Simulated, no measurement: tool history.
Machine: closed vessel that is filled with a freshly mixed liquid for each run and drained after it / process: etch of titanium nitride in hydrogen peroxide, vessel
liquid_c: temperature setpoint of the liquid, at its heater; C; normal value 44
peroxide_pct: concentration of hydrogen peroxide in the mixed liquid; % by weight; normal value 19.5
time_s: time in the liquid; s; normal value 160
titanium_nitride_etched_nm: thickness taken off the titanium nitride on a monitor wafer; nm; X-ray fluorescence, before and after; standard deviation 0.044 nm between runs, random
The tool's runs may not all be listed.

run	hour	liquid_c	peroxide_pct	time_s	read-back film thickness of the titanium nitride reference wafer, read on the same gauge (nm)	titanium_nitride_etched_nm
1	0.0	44	19.5	160	30.01	8.08
2	13.9	44	19.5	160	30.01	8.16
3	30.3	44	19.5	220	30.00	11.28
4	47.7	44	19.5	220	30.01	11.34
5	56.7	44	19.5	200	30.00	10.40
6	64.8	44	19.5	160	30.02	8.25
7	77.7	44	19.5	160	30.04	8.30
# hour 86.0: gauge calibrated
# hour 91.3: new drum of peroxide connected
8	91.8	44	19.5	160	29.96	8.31

Predict the results of run 9:
9	106.9	44	19.5	160	?	?

read-back film thickness of the titanium nitride reference wafer, read on the same gauge (nm): 30.01
titanium_nitride_etched_nm: 8.25 nm
With the hidden condition absent and the run-to-run variation left alone, this run would have shown titanium_nitride_etched_nm 6.61 nm.
